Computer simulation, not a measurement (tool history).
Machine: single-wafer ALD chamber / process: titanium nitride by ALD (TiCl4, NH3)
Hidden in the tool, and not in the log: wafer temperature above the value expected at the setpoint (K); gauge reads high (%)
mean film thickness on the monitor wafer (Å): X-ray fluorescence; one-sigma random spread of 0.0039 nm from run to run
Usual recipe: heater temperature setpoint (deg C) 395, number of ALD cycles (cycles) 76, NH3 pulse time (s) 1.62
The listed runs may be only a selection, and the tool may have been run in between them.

run	day	heater temperature setpoint (deg C)	number of ALD cycles (cycles)	NH3 pulse time (s)	wafers since the last listed run	hours since the last thermocouple change	hours since the showerhead was replaced	hours since the gauge calibration	read-back reference wafer on the same gauge, thickness_nm	mean film thickness on the monitor wafer (Å)
1	0.000	395	76	1.62	0	877.5	6106.0	115.2	1.470	15.36
2	1.425	395	76	1.62	88	911.7	6140.2	149.4	1.471	15.47
3	2.517	395	76	1.62	68	937.9	6166.4	175.6	1.470	15.41
4	3.329	395	82	1.62	50	957.4	6185.9	195.1	1.470	16.60
5	4.329	395	82	1.62	62	981.4	6209.9	219.1	1.470	16.68
6	5.112	395	82	1.62	48	1000.2	6228.7	237.9	1.470	16.68
7	9.279	395	83	1.62	259	1100.2	6328.7	337.9	1.471	16.74
8	10.504	395	83	1.62	76	1129.6	6358.1	367.3	1.470	16.85
9	11.542	395	83	1.62	64	1154.5	6383.0	392.2	1.470	16.83
10	12.638	395	76	1.62	68	1180.8	6409.3	418.5	1.470	15.44
# day 13.275: thermocouple changed; heater temperature recalibrated
11	13.829	384	76	1.62	53	13.3	6437.9	447.1	1.470	15.29
12	15.133	384	76	1.62	81	44.6	6469.2	478.4	1.470	15.25
13	16.121	395	76	1.62	61	68.3	6492.9	502.1	1.470	15.46
# day 17.083: showerhead replaced
14	17.104	395	76	1.62	40	91.9	0.5	525.7	1.470	15.40
15	17.838	395	76	1.62	45	109.5	18.1	543.3	1.470	15.46
16	18.821	395	76	1.62	61	133.1	41.7	566.9	1.470	15.48
17	19.400	387	65	1.84	36	147.0	55.6	580.8	1.470	13.14
18	20.579	395	76	1.62	73	175.3	83.9	609.1	1.470	15.39
19	21.267	405	68	1.30	42	191.8	100.4	625.6	1.470	13.85
20	22.296	395	76	1.62	64	216.5	125.1	650.3	1.470	15.48
21	23.533	399	64	2.09	77	246.2	154.8	680.0	1.470	13.11
22	24.075	409	76	1.62	33	259.2	167.8	693.0	1.470	15.59
23	24.958	395	76	1.62	55	280.4	189.0	714.2	1.470	15.44
24	25.962	395	76	2.09	62	304.5	213.1	738.3	1.470	15.63
25	26.671	395	81	2.19	44	321.5	230.1	755.3	1.469	16.62
# day 27.238: gauge calibrated
26	27.767	402	84	2.15	68	347.8	256.4	12.7	1.469	17.26
27	28.800	395	76	1.62	64	372.6	281.2	37.5	1.469	15.42
28	29.554	406	84	1.18	46	390.7	299.3	55.6	1.471	17.06
29	30.138	395	82	1.62	36	404.7	313.3	69.6	1.470	16.69
30	30.767	404	90	1.26	39	419.8	328.4	84.7	1.470	18.22
31	33.325	395	84	1.62	159	481.2	389.8	146.1	1.470	17.02
32	34.204	395	76	1.62	54	502.3	410.9	167.2	1.470	15.49

The tool's hidden state at each run:
wafer temperature above the value expected at the setpoint (K): 0 across all the runs
gauge reads high (%): 0 across all the runs

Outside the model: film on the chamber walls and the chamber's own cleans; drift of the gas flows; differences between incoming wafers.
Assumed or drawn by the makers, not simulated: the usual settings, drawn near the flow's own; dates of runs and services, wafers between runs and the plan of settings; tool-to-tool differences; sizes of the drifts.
